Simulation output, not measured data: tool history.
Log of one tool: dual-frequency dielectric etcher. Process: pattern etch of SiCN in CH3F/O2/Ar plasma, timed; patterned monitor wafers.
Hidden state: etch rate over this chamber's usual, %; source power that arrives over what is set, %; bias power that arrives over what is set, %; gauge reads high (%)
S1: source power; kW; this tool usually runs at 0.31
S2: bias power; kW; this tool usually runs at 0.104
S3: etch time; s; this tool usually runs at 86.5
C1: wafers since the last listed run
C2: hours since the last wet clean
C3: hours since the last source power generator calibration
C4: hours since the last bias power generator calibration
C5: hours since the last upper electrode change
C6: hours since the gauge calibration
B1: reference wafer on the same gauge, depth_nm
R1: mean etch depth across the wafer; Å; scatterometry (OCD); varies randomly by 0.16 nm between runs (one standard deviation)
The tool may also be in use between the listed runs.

| run | hour | S1 | S2 | S3 | C1 | C2 | C3 | C4 | C5 | C6 | B1 | R1 |
|---|---|---|---|---|---|---|---|---|---|---|---|---|
| 1 | 0 | 0.31 | 0.104 | 86.5 | 0 | 576.3 | 4197 | 1692.3 | 2898.2 | 285.7 | 29.34 | 311.7 |
|  | 10.9 | wet clean of the chamber |
| 2 | 58.1 | 0.31 | 0.115 | 86.5 | 326 | 47.2 | 4255.1 | 1750.4 | 2956.3 | 343.8 | 29.28 | 342.8 |
| 3 | 119.7 | 0.31 | 0.086 | 86.5 | 425 | 108.8 | 4316.7 | 1812 | 3017.9 | 405.4 | 29.33 | 305.4 |
| 4 | 181.3 | 0.31 | 0.104 | 86.5 | 425 | 170.4 | 4378.3 | 1873.6 | 3079.5 | 467 | 29.29 | 325.6 |
| 5 | 336.3 | 0.31 | 0.104 | 86.5 | 1069 | 325.4 | 4533.3 | 2028.6 | 3234.5 | 622 | 29.31 | 319.7 |
| 6 | 370.6 | 0.31 | 0.104 | 86.5 | 236 | 359.7 | 4567.6 | 2062.9 | 3268.8 | 656.3 | 29.27 | 319 |
| 7 | 421.8 | 0.31 | 0.104 | 86.5 | 353 | 410.9 | 4618.8 | 2114.1 | 3320 | 707.5 | 29.32 | 317.9 |
| 8 | 452.3 | 0.31 | 0.104 | 86.5 | 210 | 441.4 | 4649.3 | 2144.6 | 3350.5 | 738 | 29.28 | 317.6 |
| 9 | 504 | 0.31 | 0.104 | 86.5 | 356 | 493.1 | 4701 | 2196.3 | 3402.2 | 789.7 | 29.28 | 316.6 |
|  | 535.3 | source power generator calibrated |
| 10 | 540.2 | 0.31 | 0.104 | 77 | 222 | 529.3 | 4.9 | 2232.5 | 3438.4 | 825.9 | 29.28 | 280.1 |
|  | 587 | wet clean of the chamber |
| 11 | 633.5 | 0.31 | 0.104 | 77 | 478 | 46.5 | 98.2 | 2325.8 | 3531.7 | 919.2 | 29.29 | 291.6 |
| 12 | 704.3 | 0.31 | 0.104 | 86.5 | 488 | 117.3 | 169 | 2396.6 | 3602.5 | 990 | 29.28 | 321.9 |
|  | 765.2 | gauge calibrated |
| 13 | 772.2 | 0.31 | 0.104 | 86.5 | 468 | 185.2 | 236.9 | 2464.5 | 3670.4 | 7 | 29.34 | 321.9 |
| 14 | 826.3 | 0.31 | 0.104 | 86.5 | 373 | 239.3 | 291 | 2518.6 | 3724.5 | 61.1 | 29.29 | 320.5 |
| 15 | 864.3 | 0.31 | 0.104 | 86.5 | 262 | 277.3 | 329 | 2556.6 | 3762.5 | 99.1 | 29.27 | 319.1 |
|  | 940.3 | upper electrode replaced |
| 16 | 940.8 | 0.28 | 0.114 | 86.5 | 362 | 353.8 | 405.5 | 2633.1 | 0.5 | 175.6 | 29.31 | 315.8 |
| 17 | 954.1 | 0.34 | 0.088 | 86.5 | 91 | 367.1 | 418.8 | 2646.4 | 13.8 | 188.9 | 29.3 | 310.3 |
| 18 | 1007 | 0.31 | 0.104 | 86.5 | 365 | 420 | 471.7 | 2699.3 | 66.7 | 241.8 | 29.29 | 314.5 |
| 19 | 1075.6 | 0.35 | 0.096 | 77 | 473 | 488.6 | 540.3 | 2767.9 | 135.3 | 310.4 | 29.3 | 284.8 |
|  | 1123.3 | bias power generator calibrated |
| 20 | 1123.8 | 0.38 | 0.129 | 86.5 | 305 | 536.8 | 588.5 | 0.5 | 183.5 | 358.6 | 29.29 | 360.8 |
|  | 1167.4 | wet clean of the chamber |
| 21 | 1167.9 | 0.37 | 0.09 | 86.5 | 138 | 0.5 | 632.6 | 44.6 | 227.6 | 402.7 | 29.28 | 332.5 |
| 22 | 1206.1 | 0.24 | 0.093 | 86.5 | 263 | 38.7 | 670.8 | 82.8 | 265.8 | 440.9 | 29.27 | 287.7 |
| 23 | 1236.6 | 0.35 | 0.084 | 112 | 210 | 69.2 | 701.3 | 113.3 | 296.3 | 471.4 | 29.3 | 408.2 |
| 24 | 1263.4 | 0.31 | 0.104 | 86.5 | 184 | 96 | 728.1 | 140.1 | 323.1 | 498.2 | 29.27 | 324.7 |
| 25 | 1317.6 | 0.28 | 0.119 | 71 | 374 | 150.2 | 782.3 | 194.3 | 377.3 | 552.4 | 29.34 | 272.4 |
| 26 | 1358.5 | 0.37 | 0.118 | 86.5 | 282 | 191.1 | 823.2 | 235.2 | 418.2 | 593.3 | 29.3 | 358.9 |
| 27 | 1414.7 | 0.38 | 0.089 | 107 | 387 | 247.3 | 879.4 | 291.4 | 474.4 | 649.5 | 29.28 | 401.7 |
| 28 | 1466.5 | 0.31 | 0.104 | 86.5 | 357 | 299.1 | 931.2 | 343.2 | 526.2 | 701.3 | 29.32 | 317.8 |

5 ways to go on from here, each from the tool as it stands after run 28. What would each give?
| A | 1466.9 | 0.31 | 0.104 | 86.5 | 2 | 299.5 | 931.6 | 343.6 | 526.6 | 701.7 | ? | ? |
| B | 1466.9 | 0.27 | 0.104 | 71 | 2 | 299.5 | 931.6 | 343.6 | 526.6 | 701.7 | ? | ? |
| C | 1466.9 | 0.31 | 0.079 | 86.5 | 2 | 299.5 | 931.6 | 343.6 | 526.6 | 701.7 | ? | ? |
| D | 1466.9 | 0.31 | 0.121 | 101.5 | 2 | 299.5 | 931.6 | 343.6 | 526.6 | 701.7 | ? | ? |
| E | 1466.9 | 0.24 | 0.124 | 105 | 2 | 299.5 | 931.6 | 343.6 | 526.6 | 701.7 | ? | ? |

| run | B1 | R1 |
|---|---|---|
| A | 29.3 | 323.1 |
| B | 29.3 | 253.2 |
| C | 29.3 | 294.6 |
| D | 29.3 | 399.9 |
| E | 29.3 | 383.5 |
What these runs would have given with no unlogged condition in the tool:
| run | R1 |
|---|---|
| A | 333.2 |
| B | 261.1 |
| C | 303.9 |
| D | 412.5 |
| E | 395.5 |
